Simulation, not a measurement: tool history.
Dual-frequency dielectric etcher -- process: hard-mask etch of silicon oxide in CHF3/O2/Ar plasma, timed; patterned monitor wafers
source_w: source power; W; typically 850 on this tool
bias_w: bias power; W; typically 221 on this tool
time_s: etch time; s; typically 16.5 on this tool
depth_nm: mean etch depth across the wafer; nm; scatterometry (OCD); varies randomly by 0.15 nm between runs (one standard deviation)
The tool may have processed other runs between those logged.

run,hour,source_w,bias_w,time_s,"read-back reference wafer on the same gauge, depth_nm",depth_nm
1,0.0,770,194,16.5,37.52,34.28
2,28.8,770,194,16.5,37.50,34.25
3,44.2,930,241,16.5,37.51,40.32
4,73.4,850,221,12.5,37.46,28.35
# hour 118.2: wet clean of the chamber
# hour 123.9: upper electrode replaced
5,124.4,850,221,12.5,37.42,28.44
6,128.1,850,221,16.5,37.46,37.54
# hour 137.8: gauge calibrated
7,142.6,850,221,16.5,38.01,37.71
8,175.8,1010,221,14.0,37.89,34.18
# hour 198.3: source power generator calibrated
9,209.6,850,221,20.5,37.81,46.76
# hour 259.6: bias power generator calibrated
10,260.8,850,221,16.5,37.60,37.91
11,291.1,850,254,16.5,37.64,39.85
12,313.7,850,177,15.0,37.59,31.29
13,345.0,850,198,11.5,37.45,25.17
14,363.0,770,221,13.0,37.47,28.32

3 options for the next run, each taken on its own from the tool as it stands now. Forecast them:
A,363.4,730,221,16.5,?,?
B,363.4,730,242,16.5,?,?
C,363.4,770,241,13.5,?,?

run,"read-back reference wafer on the same gauge, depth_nm",depth_nm
A,37.50,35.46
B,37.50,36.81
C,37.50,30.66
Without the tool's unlogged condition, the same runs would have read:
run,depth_nm
A,35.90
B,37.27
C,31.04
